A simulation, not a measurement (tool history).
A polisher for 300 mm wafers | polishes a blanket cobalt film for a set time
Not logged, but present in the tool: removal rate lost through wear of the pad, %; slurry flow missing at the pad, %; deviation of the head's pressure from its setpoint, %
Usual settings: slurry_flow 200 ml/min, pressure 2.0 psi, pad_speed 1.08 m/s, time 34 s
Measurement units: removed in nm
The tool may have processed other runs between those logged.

run   hour  slurry_flow  pressure  pad_speed  time  wafers since the last listed run  wafers polished on this pad  hours since the slurry nozzle was cleaned  hours since the head pressure was calibrated  incoming thickness of the incoming film, nm  removed
  1    0.0          200       2.0       1.08    34                                 0                          951                                       77.2                                         332.3                                       1178.1    149.5
  2   29.7          200       2.0       1.08    34                               396                         1347                                      106.9                                         362.0                                       1188.0    146.7
      45.2  -- head pressure recalibrated
  3   62.8          170       2.0       1.08    34                               414                         1761                                      140.0                                          17.6                                       1173.7    141.5
  4   86.9          170       2.0       1.08    34                               321                         2083                                      164.1                                          41.7                                       1186.0    141.1
  5  133.8          200       2.0       1.08    34                               625                         2708                                      211.0                                          88.6                                       1200.2    143.8
     149.0  -- worn pad replaced by a new one
  6  198.2          200       2.0       1.28    34                               805                          656                                      275.4                                         153.0                                       1192.2    180.3
  7  251.7          200       2.0       1.28    34                               713                         1369                                      328.9                                         206.5                                       1208.2    174.8
  8  293.3          200       2.3       1.08    34                               554                         1924                                      370.5                                         248.1                                       1173.9    167.4
     337.3  -- worn pad replaced by a new one
  9  363.4          200       2.3       1.08    34                               881                          348                                      440.6                                         318.2                                       1179.1    176.0
     381.1  -- head pressure recalibrated
 10  394.9          200       2.0       1.08    34                               393                          741                                      472.1                                          13.8                                       1187.2    148.1
 11  457.9          200       2.0       1.08    34                               840                         1581                                      535.1                                          76.8                                       1187.8    145.4
 12  491.0          200       2.0       1.08    34                               441                         2023                                      568.2                                         109.9                                       1181.8    144.1
     515.1  -- worn pad replaced by a new one
 13  543.6          220       2.0       1.08    28                               648                          380                                      620.8                                         162.5                                       1176.9    132.2
 14  575.8          135       2.4       1.08    41                               429                          809                                      653.0                                         194.7                                       1208.8    204.7
 15  600.0          135       2.4       1.08    41                               322                         1132                                      677.2                                         218.9                                       1199.2    198.2
 16  664.6          200       2.0       1.08    34                               861                         1994                                      741.8                                         283.5                                       1197.6    145.5
     720.7  -- slurry nozzle cleaned
     721.4  -- worn pad replaced by a new one
 17  729.9          200       1.3       0.88    34                               848                          113                                        9.2                                         348.8                                       1173.7     88.9
 18  755.9          200       2.5       1.08    40                               346                          460                                       35.2                                         374.8                                       1184.5    223.6
     791.9  -- head pressure recalibrated
 19  799.8          200       2.0       1.20    29                               558                         1019                                       79.1                                           7.9                                       1193.7    137.7
 20  859.4          200       2.0       1.28    34                               794                         1814                                      138.7                                          67.5                                       1192.0    166.9
 21  918.6          170       1.4       1.26    28                               789                         2603                                      197.9                                         126.7                                       1178.8     93.9
     939.5  -- worn pad replaced by a new one
 22  945.1          140       1.4       1.32    24                               300                           74                                      224.4                                         153.2                                       1193.7     90.5

Forecast run 23:
 23  975.4          175       1.8       0.94    41                               404                          478                                      254.7                                         183.5                                       1198.5        ?

{"run 23": {"removed": 144.1}}
Had the tool carried no hidden state, the very same run would have given removed 154.0 nm.

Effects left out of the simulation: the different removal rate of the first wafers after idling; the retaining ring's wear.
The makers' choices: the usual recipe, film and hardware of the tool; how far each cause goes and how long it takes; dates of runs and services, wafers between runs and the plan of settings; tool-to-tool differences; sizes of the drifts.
